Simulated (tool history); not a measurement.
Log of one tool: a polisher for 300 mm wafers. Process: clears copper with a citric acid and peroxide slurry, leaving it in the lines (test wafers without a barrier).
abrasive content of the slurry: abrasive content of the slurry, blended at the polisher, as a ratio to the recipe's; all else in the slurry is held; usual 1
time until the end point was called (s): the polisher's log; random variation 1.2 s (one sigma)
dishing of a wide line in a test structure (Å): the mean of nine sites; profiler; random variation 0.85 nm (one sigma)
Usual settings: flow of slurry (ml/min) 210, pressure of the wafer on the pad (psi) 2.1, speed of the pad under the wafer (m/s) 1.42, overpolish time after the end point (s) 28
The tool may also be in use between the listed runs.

run    hour  flow of slurry (ml/min)  pressure of the wafer on the pad (psi)  speed of the pad under the wafer (m/s)  abrasive content of the slurry  overpolish time after the end point (s)  incoming thickness of the incoming film, nm  time until the end point was called (s)  dishing of a wide line in a test structure (Å)
  1       0                      210                                     1.9                                    1.42                             0.9                                       28                                        183.4                                     75.4                                             383
  2    70.8                      250                                     2.1                                    1.42                               1                                       28                                        184.5                                     64.3                                             424
  3   170.5                      250                                     2.1                                    1.42                               1                                       28                                        184.5                                     64.4                                             434
  4   246.4                      250                                     2.1                                    1.42                               1                                       28                                        183.7                                     66.3                                             404
  5   467.1                      210                                     1.7                                    1.42                               1                                       28                                        184.2                                     76.9                                             355
  6   540.2                      210                                     2.1                                    1.42                               1                                       28                                        185.3                                     65.1                                             437
  7     634                      210                                     2.1                                    1.42                               1                                       28                                        182.3                                     65.2                                             418
  8   725.2                      210                                     2.1                                    1.42                               1                                       28                                          182                                     67.8                                             407
  9   832.6                      210                                     2.1                                    1.42                               1                                       28                                          185                                     66.8                                             395
 10   875.7                      210                                     2.1                                    1.42                               1                                       28                                        187.7                                     70.3                                             402
 11   932.1                      210                                     2.1                                    1.42                               1                                       28                                        184.2                                     69.6                                             397
 12   969.6                      210                                     2.1                                    1.42                               1                                       40                                        182.3                                     64.3                                             565
 13    1067                      210                                     2.1                                    1.42                               1                                       28                                        185.6                                     64.7                                             431
 14    1138                      210                                     2.1                                    1.42                               1                                       28                                        184.2                                     63.9                                             402
 15    1179                      190                                     2.1                                    1.42                               1                                       28                                        184.4                                     65.8                                             419
 16  1223.4                      210                                     1.8                                    1.68                               1                                       28                                        185.3                                     61.8                                             456
 17  1328.2                      210                                     2.1                                    1.42                               1                                       28                                        188.3                                     67.5                                             422
 18  1376.7                      210                                     2.1                                    1.42                               1                                       28                                        184.3                                       69                                             418
 19  1438.2                      210                                     1.9                                    1.42                               1                                       28                                        183.9                                     68.9                                             373
 20    1632                      250                                     2.1                                    1.42                               1                                       28                                        183.7                                     63.2                                             412
 21  1684.5                      145                                     1.8                                     1.2                               1                                       12                                        181.2                                     85.7                                             150
 22  1771.4                      210                                     1.6                                    1.42                               1                                       28                                        182.9                                     78.4                                             361
 23  1858.9                      250                                     2.1                                    1.42                               1                                       14                                        184.6                                     66.6                                             229
 24  1933.7                      210                                     2.1                                    1.42                               1                                       28                                        184.1                                     68.4                                             414
 25  1982.3                      255                                     1.5                                    1.42                               1                                       28                                        183.9                                     78.5                                             349
 26  2046.5                      210                                     2.1                                    1.42                               1                                       35                                        186.9                                     66.4                                             505
 27  2103.5                      150                                     2.1                                    1.42                               1                                       37                                        182.3                                     66.1                                             515

Taken out of this log: 15 entries between the listed runs. Where each belongs, and how the hidden state differs across it:
Between runs 1 and 2: worn pad replaced by a new one (hour 49.5)
  slurry flow missing at the pad, %: 2.74 -> 4.66
  measured less the result without the state, time until the end point was called (s): +0.3 -> +0.4; dishing of a wide line in a test structure (Å): -1 -> -2
Between runs 4 and 5: head pressure recalibrated (hour 380.4); slurry nozzle cleaned (hour 448.3)
  slurry flow missing at the pad, %: 15.9 -> 2.25
  measured less the result without the state, time until the end point was called (s): +1.5 -> +0.2; dishing of a wide line in a test structure (Å): -8 -> -1
Between runs 6 and 7: slurry blender recalibrated (hour 553.8); worn pad replaced by a new one (hour 598.7)
  slurry flow missing at the pad, %: 3.46 -> 7.37
  measured less the result without the state, time until the end point was called (s): +0.3 -> +0.7; dishing of a wide line in a test structure (Å): -2 -> -4
Between runs 11 and 12: slurry nozzle cleaned (hour 958.3)
  slurry flow missing at the pad, %: 37.3 -> 0.0793
  measured less the result without the state, time until the end point was called (s): +5.8 -> +0; dishing of a wide line in a test structure (Å): -30 -> +0
Between runs 12 and 13: worn pad replaced by a new one, of another model than before (hour 1039.7); slurry blender recalibrated (hour 1044.5)
  slurry flow missing at the pad, %: 0.0793 -> 1.83
  measured less the result without the state, time until the end point was called (s): +0 -> +0.1; dishing of a wide line in a test structure (Å): +0 -> +0
Between runs 17 and 18: head pressure recalibrated (hour 1347.5)
  slurry flow missing at the pad, %: 20.6 -> 26.3
  measured less the result without the state, time until the end point was called (s): +1.1 -> +1.5; dishing of a wide line in a test structure (Å): -6 -> -8
Between runs 19 and 20: worn pad replaced by a new one (hour 1480.8); slurry nozzle cleaned (hour 1515); slurry blender recalibrated (hour 1596.6)
  slurry flow missing at the pad, %: 34.6 -> 8.26
  measured less the result without the state, time until the end point was called (s): +2 -> +0.4; dishing of a wide line in a test structure (Å): -10 -> -2
Between runs 24 and 25: worn pad replaced by a new one (hour 1955.8)
  slurry flow missing at the pad, %: 32.5 -> 39
  measured less the result without the state, time until the end point was called (s): +1.9 -> +2.4; dishing of a wide line in a test structure (Å): -9 -> -10
Between runs 25 and 26: slurry nozzle cleaned (hour 2016.5); slurry blender recalibrated (hour 2046)
  slurry flow missing at the pad, %: 39 -> 2.24
  measured less the result without the state, time until the end point was called (s): +2.4 -> +0.1; dishing of a wide line in a test structure (Å): -10 -> -1
